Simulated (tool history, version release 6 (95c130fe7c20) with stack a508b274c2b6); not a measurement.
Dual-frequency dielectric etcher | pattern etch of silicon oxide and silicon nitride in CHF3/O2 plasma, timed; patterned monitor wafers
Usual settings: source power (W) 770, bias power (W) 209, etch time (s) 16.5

| run | hour | source power (W) | bias power (W) | etch time (s) | wafers since the last listed run | hours since the last wet clean | hours since the last source power generator calibration | hours since the last bias power generator calibration | hours since the last upper electrode change | hours since the gauge calibration | read-back reference wafer on the same gauge, depth_nm | mean etch depth across the wafer (Å) |
|---|---|---|---|---|---|---|---|---|---|---|---|---|
| 1 | 0 | 770 | 209 | 13.5 | 0 | 516.7 | 3513.7 | 5486 | 2159.4 | 2291 | 32.75 | 243.6 |
|  | 19.2 | source power generator calibrated |
|  | 60.7 | wet clean of the chamber |
| 2 | 61.2 | 770 | 169 | 16.5 | 692 | 0.5 | 42 | 5547.2 | 2220.6 | 2352.2 | 32.65 | 278.4 |
| 3 | 77.7 | 770 | 169 | 16.5 | 344 | 17 | 58.5 | 5563.7 | 2237.1 | 2368.7 | 32.69 | 279.5 |
|  | 93.9 | gauge calibrated |
|  | 107.5 | upper electrode replaced |
| 4 | 145.8 | 770 | 169 | 16.5 | 919 | 85.1 | 126.6 | 5631.8 | 38.3 | 51.9 | 34.38 | 292.9 |
|  | 200.1 | bias power generator calibrated |
| 5 | 203.8 | 770 | 229 | 16.5 | 1126 | 143.1 | 184.6 | 3.7 | 96.3 | 109.9 | 34.32 | 322.5 |
| 6 | 237.4 | 770 | 191 | 14.5 | 700 | 176.7 | 218.2 | 37.3 | 129.9 | 143.5 | 34.38 | 267.8 |
| 7 | 262.8 | 770 | 192 | 12 | 529 | 202.1 | 243.6 | 62.7 | 155.3 | 168.9 | 34.3 | 223 |
| 8 | 303.1 | 770 | 196 | 16.5 | 840 | 242.4 | 283.9 | 103 | 195.6 | 209.2 | 34.24 | 302 |
| 9 | 365.1 | 770 | 209 | 16.5 | 1293 | 304.4 | 345.9 | 165 | 257.6 | 271.2 | 34.25 | 313.7 |
| 10 | 434.2 | 660 | 191 | 21 | 1441 | 373.5 | 415 | 234.1 | 326.7 | 340.3 | 34.22 | 357.5 |
| 11 | 470.9 | 860 | 224 | 18 | 765 | 410.2 | 451.7 | 270.8 | 363.4 | 377 | 34.18 | 364.2 |
| 12 | 503.5 | 770 | 209 | 20 | 680 | 442.8 | 484.3 | 303.4 | 396 | 409.6 | 34.15 | 376.5 |
| 13 | 571.8 | 770 | 209 | 16.5 | 1424 | 511.1 | 552.6 | 371.7 | 464.3 | 477.9 | 34.18 | 307.7 |
|  | 597.4 | wet clean of the chamber |
| 14 | 605.6 | 770 | 209 | 16.5 | 204 | 8.2 | 586.4 | 405.5 | 498.1 | 511.7 | 34.08 | 307.8 |
| 15 | 634.5 | 610 | 192 | 16.5 | 602 | 37.1 | 615.3 | 434.4 | 527 | 540.6 | 34 | 269.2 |
| 16 | 665.3 | 770 | 209 | 16.5 | 642 | 67.9 | 646.1 | 465.2 | 557.8 | 571.4 | 34.06 | 307.5 |

Run 17 comes next. What will it give?
| 17 | 708 | 890 | 227 | 20.5 | 890 | 110.6 | 688.8 | 507.9 | 600.5 | 614.1 | ? | ? |

{"run 17": {"read-back reference wafer on the same gauge, depth_nm": 34.03, "mean etch depth across the wafer (Å)": 424.7}}
Without the tool's hidden state the same run would have given mean etch depth across the wafer (Å) 428.2.
